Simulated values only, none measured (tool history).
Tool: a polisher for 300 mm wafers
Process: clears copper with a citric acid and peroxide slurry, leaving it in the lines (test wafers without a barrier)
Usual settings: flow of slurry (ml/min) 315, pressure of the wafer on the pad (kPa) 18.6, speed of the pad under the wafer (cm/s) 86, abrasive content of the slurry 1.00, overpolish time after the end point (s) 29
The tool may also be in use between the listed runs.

run   hour  flow of slurry (ml/min)  pressure of the wafer on the pad (kPa)  speed of the pad under the wafer (cm/s)  abrasive content of the slurry  overpolish time after the end point (s)  incoming thickness of the incoming film, nm  time until the end point was called (s)  dishing of a wide line in a test structure (angstrom)
  1    0.0                      315                                    18.6                                       70                            1.00                                       29                                        168.3                                    109.2                                                    280
  2   27.4                      315                                    18.6                                       70                            1.00                                       29                                        163.4                                    107.3                                                    278
  3   40.7                      360                                    18.6                                      106                            1.00                                       29                                        166.4                                     72.4                                                    358
  4   56.9                      360                                    18.6                                      106                            1.00                                       29                                        164.7                                     74.6                                                    387
      67.1  -- slurry nozzle cleaned
  5   73.6                      360                                    18.6                                      106                            1.00                                       29                                        164.8                                     76.7                                                    368
      83.9  -- worn pad replaced by a new one
  6  108.6                      315                                    18.6                                       86                            1.00                                       29                                        164.3                                     84.1                                                    331
  7  139.5                      315                                    18.6                                       86                            0.75                                       29                                        166.0                                     92.2                                                    316
  8  159.9                      315                                    18.6                                       86                            0.75                                       29                                        164.1                                     92.1                                                    315
  9  187.6                      315                                    18.6                                       86                            1.00                                       29                                        167.1                                     93.8                                                    319
 10  203.8                      315                                    18.6                                       86                            1.00                                       29                                        164.0                                     91.8                                                    302
     214.0  -- worn pad replaced by a new one
 11  218.3                      315                                    18.6                                       86                            1.10                                       29                                        165.3                                     86.2                                                    320
 12  232.1                      315                                    18.6                                       86                            1.10                                       29                                        166.9                                     87.5                                                    323
 13  247.3                      315                                    18.6                                       86                            1.10                                       16                                        163.9                                     85.1                                                    194
 14  265.1                      315                                    18.6                                       86                            1.10                                       16                                        165.6                                     87.2                                                    200
     280.0  -- head pressure recalibrated
 15  298.8                      350                                    18.6                                      102                            0.85                                       24                                        167.0                                     80.7                                                    304
 16  316.9                      315                                    23.4                                       86                            0.80                                       43                                        162.1                                     74.4                                                    487
 17  347.3                      280                                    18.6                                       86                            1.00                                       34                                        165.2                                     99.3                                                    339
     355.1  -- worn pad replaced by a new one
 18  366.5                      210                                    18.6                                       86                            1.00                                       29                                        162.9                                     85.3                                                    326
     387.8  -- slurry blender recalibrated
 19  388.4                      315                                    18.6                                       86                            1.00                                       29                                        165.6                                     85.4                                                    343
 20  414.3                      210                                    18.6                                       86                            1.00                                       29                                        164.2                                     88.6                                                    309
     420.5  -- slurry nozzle cleaned
 21  449.7                      315                                    24.8                                       86                            1.00                                       38                                        164.4                                     68.3                                                    513
 22  468.4                      315                                    18.6                                       86                            1.00                                       29                                        165.6                                     90.8                                                    307
     510.7  -- worn pad replaced by a new one
 23  575.0                      315                                    18.6                                       86                            1.00                                       29                                        165.8                                     84.7                                                    322
 24  605.8                      315                                    18.6                                      112                            1.00                                       14                                        165.9                                     70.2                                                    216
     642.9  -- worn pad replaced by a new one
 25  643.4                      315                                    23.4                                       76                            0.70                                       22                                        166.6                                     82.3                                                    278
 26  659.9                      315                                    18.6                                       86                            1.00                                       13                                        165.3                                     85.1                                                    165
 27  673.5                      420                                    24.1                                      114                            1.00                                       20                                        164.3                                     51.1                                                    393
 28  705.9                      315                                    18.6                                       86                            1.25                                       44                                        163.7                                     84.7                                                    479

4 ways to go on from here, each from the tool as it stands after run 28. What would each give?
  A  706.4                      315                                    18.6                                       86                            1.00                                       29                                        166.4                                        ?                                                      ?
  B  706.4                      380                                    18.6                                       96                            0.75                                       19                                        166.4                                        ?                                                      ?
  C  706.4                      230                                    18.6                                       86                            1.00                                       29                                        166.4                                        ?                                                      ?
  D  706.4                      315                                    18.6                                       86                            0.75                                       35                                        166.4                                        ?                                                      ?

run  time until the end point was called (s)  dishing of a wide line in a test structure (angstrom)
  A                                     86.5                                                    322
  B                                     80.1                                                    240
  C                                     88.8                                                    315
  D                                     90.3                                                    362
Without the tool's hidden state the same runs would have given:
run  time until the end point was called (s)  dishing of a wide line in a test structure (angstrom)
  A                                     83.5                                                    332
  B                                     77.3                                                    248
  C                                     85.7                                                    325
  D                                     87.2                                                    372

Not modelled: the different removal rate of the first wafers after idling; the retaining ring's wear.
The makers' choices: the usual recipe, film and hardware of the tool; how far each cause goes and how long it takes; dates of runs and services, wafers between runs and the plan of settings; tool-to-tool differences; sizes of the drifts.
